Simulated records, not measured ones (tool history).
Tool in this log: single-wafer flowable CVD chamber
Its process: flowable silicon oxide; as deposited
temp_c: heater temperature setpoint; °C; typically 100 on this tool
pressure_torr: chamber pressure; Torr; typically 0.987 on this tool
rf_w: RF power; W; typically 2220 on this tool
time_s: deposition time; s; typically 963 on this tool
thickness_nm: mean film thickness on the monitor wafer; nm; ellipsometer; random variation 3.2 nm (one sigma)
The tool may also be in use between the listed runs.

run	hour	temp_c	pressure_torr	rf_w	time_s	read-back reference wafer on the same gauge, thickness_nm	thickness_nm
1	0.0	100	0.987	2375	856	654.337	775.807
# hour 11.5: capacitance manometer re-zeroed and calibrated
2	13.6	100	0.899	2220	963	652.461	728.598
3	23.3	100	0.987	2220	963	653.807	795.708
4	34.1	95	0.987	2220	963	653.361	966.893
5	77.6	100	0.987	1805	1022	652.663	809.682
6	87.5	100	0.987	2220	963	652.716	816.467
7	99.0	100	0.987	2220	963	653.176	813.427
8	110.9	95	0.987	2220	1016	653.045	1044.878
9	128.1	100	0.753	2220	963	652.886	627.210
# hour 145.1: showerhead replaced
10	145.6	100	0.834	2220	900	653.055	653.441
# hour 154.4: RF generator calibrated
11	154.9	93	0.824	2025	1087	654.232	996.433
12	170.1	100	0.987	2220	963	653.976	828.114
13	184.5	100	0.779	2385	963	653.199	669.574
14	196.4	93	0.987	2220	963	653.361	1090.891
15	213.0	104	1.228	2220	963	652.682	888.362
16	229.9	100	0.987	2220	963	653.550	840.677
17	245.4	100	0.987	2220	963	653.481	845.527
18	253.4	89	1.051	2410	1130	652.424	1589.571
# hour 254.4: gauge calibrated
19	269.1	111	1.102	2220	777	652.632	502.095
20	310.0	100	0.987	1810	963	653.024	803.257
21	319.4	100	0.987	2630	1109	652.158	1015.233
22	330.2	100	1.068	2220	1037	652.992	996.063
23	337.8	100	0.862	2220	1018	653.394	793.989
24	350.1	109	0.987	2220	963	653.519	609.591
25	365.9	100	0.987	1965	963	654.131	839.622
26	380.9	100	0.987	2405	899	653.838	814.805
27	397.5	86	0.987	1785	963	654.489	1328.401
28	414.9	109	0.987	2220	802	652.331	513.358

4 options for the next run, each taken on its own from the tool as it stands now. Forecast them:
A	415.6	100	0.987	2220	835	?	?
B	415.6	100	0.853	1895	963	?	?
C	415.6	110	0.987	2220	963	?	?
D	415.6	96	0.756	2350	1049	?	?

run	read-back reference wafer on the same gauge, thickness_nm	thickness_nm
A	653.119	746.851
B	653.119	714.723
C	653.119	589.863
D	653.119	846.374
What these runs would have given with no unlogged condition in the tool:
run	thickness_nm
A	675.295
B	646.119
C	534.020
D	762.673
